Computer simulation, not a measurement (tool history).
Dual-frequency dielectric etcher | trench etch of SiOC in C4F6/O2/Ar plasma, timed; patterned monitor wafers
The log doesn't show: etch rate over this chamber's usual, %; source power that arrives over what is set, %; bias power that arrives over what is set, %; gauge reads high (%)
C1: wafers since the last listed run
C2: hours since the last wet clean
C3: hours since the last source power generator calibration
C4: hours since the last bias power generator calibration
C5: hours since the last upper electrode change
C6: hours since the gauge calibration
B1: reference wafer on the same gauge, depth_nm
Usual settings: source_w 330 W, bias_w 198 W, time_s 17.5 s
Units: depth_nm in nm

Run 1, day 0: usual settings; C1 0; C2 332.8; C3 4170.7; C4 2939.1; C5 1769.7; C6 1262.3; B1 36.79. Result: depth_nm 34.96 nm.
At day 8.612: wet clean of the chamber.
Run 2, day 8.633: usual settings; C1 3918; C2 0.5; C3 4377.9; C4 3146.3; C5 1976.9; C6 1469.5; B1 36.8. Result: depth_nm 35.94 nm.
Run 3, day 10.654: usual settings but bias_w 158 W, time_s 21.5 s; C1 1037; C2 49; C3 4426.4; C4 3194.8; C5 2025.4; C6 1518; B1 36.78. Result: depth_nm 40.71 nm.
At day 18.15: source power generator calibrated.
Run 4, day 19.35: usual settings but time_s 16 s; C1 4377; C2 257.7; C3 28.8; C4 3403.5; C5 2234.1; C6 1726.7; B1 36.78. Result: depth_nm 31.95 nm.
Run 5, day 21.8: usual settings but time_s 16 s; C1 1257; C2 316.5; C3 87.6; C4 3462.3; C5 2292.9; C6 1785.5; B1 36.79. Result: depth_nm 31.85 nm.
Run 6, day 24.475: usual settings but time_s 16 s; C1 1373; C2 380.7; C3 151.8; C4 3526.5; C5 2357.1; C6 1849.7; B1 36.81. Result: depth_nm 31.74 nm.
Run 7, day 25.779: usual settings but bias_w 160 W; C1 669; C2 412; C3 183.1; C4 3557.8; C5 2388.4; C6 1881; B1 36.8. Result: depth_nm 32.44 nm.
Run 8, day 27.642: usual settings; C1 955; C2 456.7; C3 227.8; C4 3602.5; C5 2433.1; C6 1925.7; B1 36.78. Result: depth_nm 34.62 nm.
Run 9, day 30.283: usual settings but source_w 260 W, bias_w 155 W; C1 1355; C2 520.1; C3 291.2; C4 3665.9; C5 2496.5; C6 1989.1; B1 36.78. Result: depth_nm 30.09 nm.
At day 33.162: wet clean of the chamber.
Run 10, day 33.183: usual settings but source_w 390 W, bias_w 223 W, time_s 20.5 s; C1 975; C2 0.5; C3 360.8; C4 3735.5; C5 2566.1; C6 2058.7; B1 36.78. Result: depth_nm 45.85 nm.
Run 11, day 34.379: usual settings; C1 613; C2 29.2; C3 389.5; C4 3764.2; C5 2594.8; C6 2087.4; B1 36.8. Result: depth_nm 35.8 nm.
Run 12, day 36.525: usual settings but source_w 290 W, bias_w 246 W; C1 1101; C2 80.7; C3 441; C4 3815.7; C5 2646.3; C6 2138.9; B1 36.79. Result: depth_nm 37.28 nm.
Run 13, day 37.658: usual settings but bias_w 235 W; C1 581; C2 107.9; C3 468.2; C4 3842.9; C5 2673.5; C6 2166.1; B1 36.83. Result: depth_nm 37.8 nm.
Run 14, day 39.325: usual settings; C1 855; C2 147.9; C3 508.2; C4 3882.9; C5 2713.5; C6 2206.1; B1 36.82. Result: depth_nm 35.77 nm.
Run 15, day 40.692: usual settings but source_w 400 W, bias_w 218 W, time_s 13.5 s; C1 701; C2 180.7; C3 541; C4 3915.7; C5 2746.3; C6 2238.9; B1 36.8. Result: depth_nm 29.76 nm.
At day 42.696: gauge calibrated.
Run 16, day 43.188: usual settings but source_w 390 W, time_s 22 s; C1 1281; C2 240.6; C3 600.9; C4 3975.6; C5 2806.2; C6 11.8; B1 36.79. Result: depth_nm 46.41 nm.
Run 17, day 44.858: usual settings; C1 857; C2 280.7; C3 641; C4 4015.7; C5 2846.3; C6 51.9; B1 36.8. Result: depth_nm 35.3 nm.
Run 18, day 46.8: usual settings but source_w 270 W; C1 996; C2 327.3; C3 687.6; C4 4062.3; C5 2892.9; C6 98.5; B1 36.79. Result: depth_nm 33.58 nm.
Run 19, day 49.412: usual settings; C1 1340; C2 390; C3 750.3; C4 4125; C5 2955.6; C6 161.2; B1 36.8. Result: depth_nm 34.88 nm.
At day 50.55: bias power generator calibrated.
At day 56.121: wet clean of the chamber.
At day 57.029: upper electrode replaced.
Run 20, day 57.05: usual settings but source_w 390 W, bias_w 245 W, time_s 20 s; C1 2856; C2 22.3; C3 933.6; C4 156; C5 0.5; C6 344.5; B1 36.81. Result: depth_nm 46.18 nm.
Run 21, day 59.462: usual settings but source_w 300 W, bias_w 165 W, time_s 16 s; C1 1238; C2 80.2; C3 991.5; C4 213.9; C5 58.4; C6 402.4; B1 36.82. Result: depth_nm 29.99 nm.
Run 22, day 62.196: usual settings; C1 1402; C2 145.8; C3 1057.1; C4 279.5; C5 124; C6 468; B1 36.81. Result: depth_nm 35.68 nm.
Run 23, day 64.158: usual settings but source_w 280 W, bias_w 152 W; C1 1007; C2 192.9; C3 1104.2; C4 326.6; C5 171.1; C6 515.1; B1 36.79. Result: depth_nm 31.23 nm.
Run 24, day 66.325: usual settings but source_w 310 W, bias_w 242 W, time_s 20.5 s; C1 1112; C2 244.9; C3 1156.2; C4 378.6; C5 223.1; C6 567.1; B1 36.8. Result: depth_nm 44.03 nm.
Run 25, day 69.129: usual settings but time_s 19.5 s; C1 1439; C2 312.2; C3 1223.5; C4 445.9; C5 290.4; C6 634.4; B1 36.79. Result: depth_nm 39.31 nm.
Run 26, day 71.679: usual settings but source_w 370 W, time_s 22 s; C1 1308; C2 373.4; C3 1284.7; C4 507.1; C5 351.6; C6 695.6; B1 36.8. Result: depth_nm 45.4 nm.
Run 27, day 73.617: usual settings but source_w 250 W, bias_w 238 W, time_s 14.5 s; C1 994; C2 419.9; C3 1331.2; C4 553.6; C5 398.1; C6 742.1; B1 36.83. Result: depth_nm 28.8 nm.
Run 28, day 76.429: usual settings but source_w 260 W, bias_w 221 W; C1 1443; C2 487.4; C3 1398.7; C4 621.1; C5 465.6; C6 809.6; B1 36.83. Result: depth_nm 34.13 nm.
At day 77.771: wet clean of the chamber.
Run 29, day 78.858: usual settings but source_w 400 W, bias_w 164 W, time_s 20 s; C1 733; C2 26.1; C3 1457; C4 679.4; C5 523.9; C6 867.9; B1 36.78. Result: depth_nm 40.38 nm.

4 ways to go on from here, each from the tool as it stands after run 29. What would each give?
Run A, day 78.875: usual settings; C1 8; C2 26.5; C3 1457.4; C4 679.8; C5 524.3; C6 868.3; B1 ?. Result: depth_nm ?.
Run B, day 78.875: usual settings but source_w 280 W, bias_w 153 W; C1 8; C2 26.5; C3 1457.4; C4 679.8; C5 524.3; C6 868.3; B1 ?. Result: depth_nm ?.
Run C, day 78.875: usual settings but time_s 12.5 s; C1 8; C2 26.5; C3 1457.4; C4 679.8; C5 524.3; C6 868.3; B1 ?. Result: depth_nm ?.
Run D, day 78.875: usual settings but source_w 300 W; C1 8; C2 26.5; C3 1457.4; C4 679.8; C5 524.3; C6 868.3; B1 ?. Result: depth_nm ?.

run     B1  depth_nm
  A  36.81     35.58
  B  36.81     31.42
  C  36.81     25.42
  D  36.81     34.74
Without the tool's hidden state the same runs would have given:
run  depth_nm
  A     35.78
  B      31.6
  C     25.56
  D     34.93
